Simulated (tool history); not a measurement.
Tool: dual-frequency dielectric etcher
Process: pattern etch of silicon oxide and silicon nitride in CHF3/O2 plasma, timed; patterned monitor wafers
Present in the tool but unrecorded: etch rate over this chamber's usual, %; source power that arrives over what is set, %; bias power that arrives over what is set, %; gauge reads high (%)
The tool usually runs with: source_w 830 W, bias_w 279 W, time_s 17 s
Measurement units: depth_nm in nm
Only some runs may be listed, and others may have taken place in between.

| run | hour | source_w | bias_w | time_s | wafers since the last listed run | hours since the last wet clean | hours since the last source power generator calibration | hours since the last bias power generator calibration | hours since the last upper electrode change | hours since the gauge calibration | read-back reference wafer on the same gauge, depth_nm | depth_nm |
|---|---|---|---|---|---|---|---|---|---|---|---|---|
| 1 | 0 | 760 | 279 | 14.5 | 0 | 24.4 | 2441 | 4390.3 | 4149.5 | 2750.3 | 32.49 | 25.75 |
| 2 | 104 | 830 | 279 | 17 | 1816 | 128.4 | 2545 | 4494.3 | 4253.5 | 2854.3 | 32.49 | 31.35 |
| 3 | 171.2 | 940 | 279 | 13.5 | 1173 | 195.6 | 2612.2 | 4561.5 | 4320.7 | 2921.5 | 32.46 | 26.21 |
| 4 | 259.4 | 940 | 279 | 13.5 | 1540 | 283.8 | 2700.4 | 4649.7 | 4408.9 | 3009.7 | 32.52 | 26.24 |
| 5 | 318.2 | 940 | 279 | 13.5 | 1027 | 342.6 | 2759.2 | 4708.5 | 4467.7 | 3068.5 | 32.51 | 26.04 |
| 6 | 388 | 830 | 279 | 17 | 1219 | 412.4 | 2829 | 4778.3 | 4537.5 | 3138.3 | 32.49 | 31.29 |
| 7 | 436.6 | 830 | 279 | 17 | 848 | 461 | 2877.6 | 4826.9 | 4586.1 | 3186.9 | 32.55 | 31.48 |
| 8 | 481.8 | 830 | 302 | 17 | 789 | 506.2 | 2922.8 | 4872.1 | 4631.3 | 3232.1 | 32.51 | 32.2 |
|  | 586.6 | wet clean of the chamber |
| 9 | 587.1 | 830 | 279 | 17 | 1420 | 0.5 | 3028.1 | 4977.4 | 4736.6 | 3337.4 | 32.51 | 31.38 |
| 10 | 635.3 | 780 | 279 | 17 | 841 | 48.7 | 3076.3 | 5025.6 | 4784.8 | 3385.6 | 32.52 | 30.44 |
| 11 | 681.9 | 780 | 279 | 17 | 813 | 95.3 | 3122.9 | 5072.2 | 4831.4 | 3432.2 | 32.51 | 30.41 |
|  | 720.7 | bias power generator calibrated |
| 12 | 782.1 | 830 | 279 | 17 | 1680 | 195.5 | 3223.1 | 61.4 | 4931.6 | 3532.4 | 32.55 | 31.31 |
|  | 882.1 | gauge calibrated |
|  | 941.6 | upper electrode replaced |
| 13 | 942.1 | 1010 | 317 | 19.5 | 2375 | 355.5 | 3383.1 | 221.4 | 0.5 | 60 | 32.52 | 40.56 |
| 14 | 975.4 | 780 | 248 | 21.5 | 581 | 388.8 | 3416.4 | 254.7 | 33.8 | 93.3 | 32.52 | 36.74 |
|  | 1099.8 | source power generator calibrated |
|  | 1149.1 | wet clean of the chamber |
| 15 | 1204.9 | 830 | 279 | 17 | 3519 | 55.8 | 105.1 | 484.2 | 263.3 | 322.8 | 32.47 | 31.25 |
| 16 | 1286.6 | 770 | 279 | 17 | 1427 | 137.5 | 186.8 | 565.9 | 345 | 404.5 | 32.48 | 30.31 |
| 17 | 1510.4 | 830 | 279 | 17 | 3909 | 361.3 | 410.6 | 789.7 | 568.8 | 628.3 | 32.5 | 31.18 |
| 18 | 1782.5 | 980 | 348 | 21 | 4752 | 633.4 | 682.7 | 1061.8 | 840.9 | 900.4 | 32.56 | 45.12 |
|  | 1825 | wet clean of the chamber |
| 19 | 1825.5 | 970 | 346 | 17 | 331 | 0.5 | 725.7 | 1104.8 | 883.9 | 943.4 | 32.49 | 36.39 |
| 20 | 1904.4 | 1010 | 244 | 17 | 1378 | 79.4 | 804.6 | 1183.7 | 962.8 | 1022.3 | 32.51 | 32 |
| 21 | 1955.3 | 830 | 279 | 12.5 | 889 | 130.3 | 855.5 | 1234.6 | 1013.7 | 1073.2 | 32.48 | 22.88 |
| 22 | 2040.2 | 1010 | 239 | 19.5 | 1483 | 215.2 | 940.4 | 1319.5 | 1098.6 | 1158.1 | 32.47 | 36.28 |
| 23 | 2234.9 | 680 | 250 | 17 | 3400 | 409.9 | 1135.1 | 1514.2 | 1293.3 | 1352.8 | 32.5 | 27.4 |
| 24 | 2485.2 | 1030 | 279 | 17 | 4372 | 660.2 | 1385.4 | 1764.5 | 1543.6 | 1603.1 | 32.51 | 34 |
|  | 2511.4 | wet clean of the chamber |
| 25 | 2543.2 | 830 | 317 | 17 | 593 | 31.8 | 1443.4 | 1822.5 | 1601.6 | 1661.1 | 32.5 | 32.74 |
| 26 | 2587.7 | 830 | 279 | 18.5 | 777 | 76.3 | 1487.9 | 1867 | 1646.1 | 1705.6 | 32.5 | 33.98 |
| 27 | 2631.9 | 830 | 279 | 14 | 772 | 120.5 | 1532.1 | 1911.2 | 1690.3 | 1749.8 | 32.49 | 25.74 |
| 28 | 2697.9 | 830 | 302 | 17 | 1152 | 186.5 | 1598.1 | 1977.2 | 1756.3 | 1815.8 | 32.5 | 32.5 |
| 29 | 2761.5 | 830 | 236 | 17 | 1110 | 250.1 | 1661.7 | 2040.8 | 1819.9 | 1879.4 | 32.5 | 29.1 |

Each row is a separate what-if for the run after 29, all from the same tool condition, not one after another. Results?
| A | 2761.9 | 630 | 279 | 17 | 6 | 250.5 | 1662.1 | 2041.2 | 1820.3 | 1879.8 | ? | ? |
| B | 2761.9 | 740 | 302 | 22 | 6 | 250.5 | 1662.1 | 2041.2 | 1820.3 | 1879.8 | ? | ? |
| C | 2761.9 | 830 | 279 | 15 | 6 | 250.5 | 1662.1 | 2041.2 | 1820.3 | 1879.8 | ? | ? |
| D | 2761.9 | 690 | 261 | 18.5 | 6 | 250.5 | 1662.1 | 2041.2 | 1820.3 | 1879.8 | ? | ? |

| run | read-back reference wafer on the same gauge, depth_nm | depth_nm |
|---|---|---|
| A | 32.49 | 27.96 |
| B | 32.49 | 39.94 |
| C | 32.49 | 27.6 |
| D | 32.49 | 30.71 |
What these runs would have given with no unlogged condition in the tool:
| run | depth_nm |
|---|---|
| A | 27.96 |
| B | 39.94 |
| C | 27.6 |
| D | 30.71 |
